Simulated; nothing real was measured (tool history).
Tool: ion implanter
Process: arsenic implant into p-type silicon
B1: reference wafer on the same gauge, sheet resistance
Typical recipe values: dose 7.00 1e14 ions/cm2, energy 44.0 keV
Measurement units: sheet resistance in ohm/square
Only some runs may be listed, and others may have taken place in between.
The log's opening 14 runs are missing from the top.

{"run": 15, "hour": 1003.4, "dose": 7.0, "energy": 44.0, "B1": 153.04, "sheet resistance": 142.44}
{"run": 16, "hour": 1099.8, "dose": 9.02, "energy": 33.5, "B1": 153.24, "sheet resistance": 125.17}
{"run": 17, "hour": 1136.4, "dose": 7.0, "energy": 33.5, "B1": 153.26, "sheet resistance": 149.99}
{"run": 18, "hour": 1218.0, "dose": 8.1, "energy": 56.5, "B1": 153.31, "sheet resistance": 124.2}
{"run": 19, "hour": 1316.7, "dose": 7.0, "energy": 37.5, "B1": 153.43, "sheet resistance": 146.45}
{"run": 20, "hour": 1397.9, "dose": 7.0, "energy": 53.0, "B1": 153.45, "sheet resistance": 139.55}
{"hour": 1433.1, "done": "Faraday cup replaced and dose calibrated"}
{"run": 21, "hour": 1485.2, "dose": 7.0, "energy": 44.0, "B1": 153.63, "sheet resistance": 143.48}
{"run": 22, "hour": 1583.1, "dose": 9.0, "energy": 39.5, "B1": 153.6, "sheet resistance": 121.41}
{"run": 23, "hour": 1639.9, "dose": 5.65, "energy": 39.5, "B1": 153.85, "sheet resistance": 171.76}
{"run": 24, "hour": 1680.7, "dose": 7.0, "energy": 44.0, "B1": 153.86, "sheet resistance": 144.62}
{"run": 25, "hour": 1758.6, "dose": 7.0, "energy": 44.0, "B1": 154.01, "sheet resistance": 144.2}
{"hour": 1811.7, "done": "gauge calibrated"}
{"run": 26, "hour": 1835.8, "dose": 7.0, "energy": 44.0, "B1": 147.55, "sheet resistance": 138.47}
{"hour": 1891.1, "done": "extraction supply calibrated"}
{"run": 27, "hour": 1899.9, "dose": 6.18, "energy": 50.0, "B1": 147.43, "sheet resistance": 148.96}
{"run": 28, "hour": 1960.2, "dose": 7.0, "energy": 56.0, "B1": 147.7, "sheet resistance": 133.32}
{"run": 29, "hour": 2051.8, "dose": 7.0, "energy": 44.0, "B1": 147.77, "sheet resistance": 138.48}
{"run": 30, "hour": 2113.5, "dose": 6.25, "energy": 56.5, "B1": 147.72, "sheet resistance": 145.12}
{"run": 31, "hour": 2206.4, "dose": 8.1, "energy": 56.5, "B1": 147.84, "sheet resistance": 119.39}
{"run": 32, "hour": 2284.6, "dose": 8.47, "energy": 53.5, "B1": 147.84, "sheet resistance": 117.45}
{"run": 33, "hour": 2339.9, "dose": 8.94, "energy": 44.0, "B1": 148.0, "sheet resistance": 116.65}
{"run": 34, "hour": 2388.1, "dose": 8.76, "energy": 28.5, "B1": 148.07, "sheet resistance": 126.86}
{"run": 35, "hour": 2487.7, "dose": 7.0, "energy": 51.5, "B1": 148.12, "sheet resistance": 135.12}
{"run": 36, "hour": 2524.6, "dose": 7.0, "energy": 56.0, "B1": 148.22, "sheet resistance": 133.64}
{"run": 37, "hour": 2631.7, "dose": 8.92, "energy": 59.0, "B1": 148.28, "sheet resistance": 111.76}
{"run": 38, "hour": 2737.1, "dose": 8.95, "energy": 48.5, "B1": 148.46, "sheet resistance": 113.29}

Each row is a separate what-if for the run after 38, all from the same tool condition, not one after another. Results?
{"run": "A", "hour": 2737.5, "dose": 7.0, "energy": 44.0, "B1": "?", "sheet resistance": "?"}
{"run": "B", "hour": 2737.5, "dose": 6.09, "energy": 32.0, "B1": "?", "sheet resistance": "?"}
{"run": "C", "hour": 2737.5, "dose": 7.61, "energy": 50.5, "B1": "?", "sheet resistance": "?"}

run=A B1=148.44 sheet_resistance=138.56
run=B B1=148.44 sheet_resistance=161.58
run=C B1=148.44 sheet_resistance=127.65
What these runs would have given with no unlogged condition in the tool:
run=A sheet_resistance=138.14
run=B sheet_resistance=161.09
run=C sheet_resistance=127.27
